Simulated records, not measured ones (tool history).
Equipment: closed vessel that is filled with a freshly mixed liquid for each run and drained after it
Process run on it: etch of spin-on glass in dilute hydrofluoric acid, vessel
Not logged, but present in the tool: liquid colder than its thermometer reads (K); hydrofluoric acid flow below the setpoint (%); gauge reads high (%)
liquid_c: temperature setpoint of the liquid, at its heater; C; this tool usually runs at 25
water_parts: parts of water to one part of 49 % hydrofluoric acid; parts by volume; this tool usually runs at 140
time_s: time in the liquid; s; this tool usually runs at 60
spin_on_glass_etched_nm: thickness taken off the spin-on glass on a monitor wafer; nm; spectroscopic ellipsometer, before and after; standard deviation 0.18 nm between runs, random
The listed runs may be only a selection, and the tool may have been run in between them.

run     day  liquid_c  water_parts  time_s  wafers since the last listed run  hours since the thermometer was replaced  hours since the hydrofluoric acid flow meter was replaced  hours since the gauge calibration  read-back film thickness of the spin-on glass reference wafer, read on the same gauge (nm)  spin_on_glass_etched_nm
  1       0        23          140      35                                 0                                    1734.9                                                     1551.2                               46.7                                                                                      130.02                    10.63
  2   0.388        22          140      70                              1062                                    1744.2                                                     1560.5                                 56                                                                                         130                    20.58
  3   0.671        25          140      85                               776                                      1751                                                     1567.3                               62.8                                                                                         130                    27.63
  4    0.95        25          140      85                               765                                    1757.7                                                       1574                               69.5                                                                                      130.01                    27.75
  5   1.242        25          140      60                               799                                    1764.7                                                       1581                               76.5                                                                                      129.98                    19.77
  6   1.667        25          140      40                              1165                                    1774.9                                                     1591.2                               86.7                                                                                      129.97                    13.18
  7   2.275        25          140      40                              1668                                    1789.5                                                     1605.8                              101.3                                                                                         130                     13.3
  8   2.938      22.5          140      60                              1816                                    1805.4                                                     1621.7                              117.2                                                                                      130.03                    18.06
  9   3.633        25          160      60                              1908                                    1822.1                                                     1638.4                              133.9                                                                                      129.95                    16.96
 10   4.292        25          160      60                              1805                                    1837.9                                                     1654.2                              149.7                                                                                      130.02                    16.92
      4.708  -- hydrofluoric acid flow meter replaced
 11       5        25          190      60                              1828                                    1854.9                                                          7                              166.7                                                                                      130.01                    13.94
 12   5.504        25          100      60                              1382                                      1867                                                       19.1                              178.8                                                                                         130                     29.1
 13   6.233        25          140      60                              1999                                    1884.5                                                       36.6                              196.3                                                                                      129.98                    19.95
 14   6.788        25          140      60                              1519                                    1897.8                                                       49.9                              209.6                                                                                      130.02                    20.07
      7.321  -- thermometer replaced
 15   7.358        25          140      60                              1451                                       0.9                                                       63.6                              223.3                                                                                      129.97                    18.78
 16   8.475      20.5           85      70                              3062                                      27.7                                                       90.4                              250.1                                                                                      130.01                    31.78
 17    8.85        25          140      75                              1028                                      36.7                                                       99.4                              259.1                                                                                      129.99                    23.06
 18   9.396        29          185      80                              1496                                      49.8                                                      112.5                              272.2                                                                                      130.06                    21.06
 19   9.704        25          140      60                               845                                      57.2                                                      119.9                              279.6                                                                                      129.97                    18.69
 20  10.329      22.5          190      30                              1713                                      72.2                                                      134.9                              294.6                                                                                      130.06                     5.97
 21  10.608        25          205      35                               765                                      78.9                                                      141.6                              301.3                                                                                      129.98                     6.98
     10.717  -- thermometer replaced, repeated, since the last time left the tool worse
 22   11.15        25           85      60                              1371                                      10.4                                                      154.6                              314.3                                                                                      130.01                    37.35
 23  11.433        25           80      60                               776                                      17.2                                                      161.4                              321.1                                                                                      129.96                    39.81
 24  11.804      27.5          175      90                              1016                                      26.1                                                      170.3                                330                                                                                      129.98                    26.63
     12.096  -- gauge calibrated
 25  12.288        25          140      60                              1325                                      37.7                                                      181.9                                4.6                                                                                      129.99                    21.29
 26  12.629      29.5          170      95                               936                                      45.9                                                      190.1                               12.8                                                                                      130.02                    30.93
 27   13.05      23.5          110      30                              1154                                        56                                                      200.2                               22.9                                                                                      129.99                     13.4
 28    13.7      23.5           95      35                              1782                                      71.6                                                      215.8                               38.5                                                                                      130.01                    18.27
 29  14.267        25          140      60                              1553                                      85.2                                                      229.4                               52.1                                                                                         130                    21.11
 30  14.846        25          140      90                              1588                                      99.1                                                      243.3                                 66                                                                                      129.98                    32.06
 31  15.592      21.5           95      35                              2045                                       117                                                      261.2                               83.9                                                                                      130.06                    16.58
 32  15.875      20.5          210      85                               776                                     123.8                                                        268                               90.7                                                                                      129.99                    15.46
 33    16.4        25          140      60                              1439                                     136.4                                                      280.6                              103.3                                                                                      130.03                    20.84
 34    16.8      26.5          180      85                              1096                                       146                                                      290.2                              112.9                                                                                      129.97                    23.69

Some steps in spin_on_glass_etched_nm, run to run, broken into two amounts with sign: the step expected even without the hidden condition (settings, incoming material, random variation), and the rest, left for the hidden condition together with whatever gauge scatter is not in both the measured and the hidden-condition-free result:
Run 15 -> 16: liquid_c 25 -> 20.5, water_parts 140 -> 85, time_s 60 -> 70. spin_on_glass_etched_nm +13 nm: hidden state -2.09, all else +15.09.
Run 16 -> 17: liquid_c 20.5 -> 25, water_parts 85 -> 140, time_s 70 -> 75. spin_on_glass_etched_nm -8.72 nm: hidden state +1.5, all else -10.22.
Run 19 -> 20: liquid_c 25 -> 22.5, water_parts 140 -> 190, time_s 60 -> 30. spin_on_glass_etched_nm -12.72 nm: hidden state +1.69, all else -14.41.
Run 21 -> 22: water_parts 205 -> 85, time_s 35 -> 60, thermometer replaced, repeated, since the last time left the tool worse. spin_on_glass_etched_nm +30.37 nm: hidden state +0.68, all else +29.69.
Run 26 -> 27: liquid_c 29.5 -> 23.5, water_parts 170 -> 110, time_s 95 -> 30. spin_on_glass_etched_nm -17.53 nm: hidden state +0.1, all else -17.63.
Run 30 -> 31: liquid_c 25 -> 21.5, water_parts 140 -> 95, time_s 90 -> 35. spin_on_glass_etched_nm -15.48 nm: hidden state +0.11, all else -15.59.
